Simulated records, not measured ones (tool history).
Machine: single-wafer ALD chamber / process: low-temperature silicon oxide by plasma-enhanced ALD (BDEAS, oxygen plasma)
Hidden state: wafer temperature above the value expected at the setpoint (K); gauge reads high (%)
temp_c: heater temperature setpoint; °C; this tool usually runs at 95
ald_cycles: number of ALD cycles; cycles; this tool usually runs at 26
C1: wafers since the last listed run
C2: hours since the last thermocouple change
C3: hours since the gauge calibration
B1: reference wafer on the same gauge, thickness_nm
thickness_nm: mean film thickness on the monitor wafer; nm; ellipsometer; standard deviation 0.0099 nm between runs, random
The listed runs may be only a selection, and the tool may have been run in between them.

Run 1, hour 0.0: usual settings but ald_cycles 28 cycles; C1 0; C2 2715.9; C3 66.0; B1 3.314. Result: thickness_nm 4.252 nm.
Run 2, hour 20.2: usual settings but ald_cycles 28 cycles; C1 261; C2 2736.1; C3 86.2; B1 3.308. Result: thickness_nm 4.247 nm.
Run 3, hour 36.3: usual settings but temp_c 99 °C; C1 208; C2 2752.2; C3 102.3; B1 3.309. Result: thickness_nm 3.875 nm.
Run 4, hour 50.7: usual settings but temp_c 99 °C; C1 186; C2 2766.6; C3 116.7; B1 3.308. Result: thickness_nm 3.880 nm.
Run 5, hour 62.9: usual settings but temp_c 99 °C; C1 158; C2 2778.8; C3 128.9; B1 3.308. Result: thickness_nm 3.884 nm.
Run 6, hour 78.5: usual settings; C1 202; C2 2794.4; C3 144.5; B1 3.311. Result: thickness_nm 3.928 nm.
At hour 83.2: gauge calibrated.
Run 7, hour 88.6: usual settings; C1 130; C2 2804.5; C3 5.4; B1 3.310. Result: thickness_nm 3.941 nm.
Run 8, hour 99.7: usual settings; C1 143; C2 2815.6; C3 16.5; B1 3.310. Result: thickness_nm 3.941 nm.
Run 9, hour 113.7: usual settings but temp_c 90 °C, ald_cycles 31 cycles; C1 181; C2 2829.6; C3 30.5; B1 3.311. Result: thickness_nm 4.802 nm.
At hour 127.5: thermocouple changed; heater temperature recalibrated.
Run 10, hour 128.0: usual settings but temp_c 100 °C, ald_cycles 24 cycles; C1 81; C2 0.5; C3 44.8; B1 3.310. Result: thickness_nm 3.560 nm.
Run 11, hour 138.5: usual settings but ald_cycles 24 cycles; C1 136; C2 11.0; C3 55.3; B1 3.310. Result: thickness_nm 3.640 nm.
Run 12, hour 148.7: usual settings but temp_c 81 °C, ald_cycles 28 cycles; C1 132; C2 21.2; C3 65.5; B1 3.309. Result: thickness_nm 4.487 nm.
Run 13, hour 157.3: usual settings but temp_c 104 °C, ald_cycles 29 cycles; C1 111; C2 29.8; C3 74.1; B1 3.312. Result: thickness_nm 4.278 nm.
Run 14, hour 173.6: usual settings but temp_c 80 °C, ald_cycles 29 cycles; C1 211; C2 46.1; C3 90.4; B1 3.310. Result: thickness_nm 4.649 nm.
Run 15, hour 184.8: usual settings but temp_c 99 °C; C1 145; C2 57.3; C3 101.6; B1 3.311. Result: thickness_nm 3.877 nm.
Run 16, hour 191.7: usual settings but ald_cycles 28 cycles; C1 89; C2 64.2; C3 108.5; B1 3.310. Result: thickness_nm 4.264 nm.
Run 17, hour 205.9: usual settings; C1 184; C2 78.4; C3 122.7; B1 3.312. Result: thickness_nm 3.917 nm.

The tool's hidden state at each run:
wafer temperature above the value expected at the setpoint (K): 0 at every run
gauge reads high (%): 0 at every run
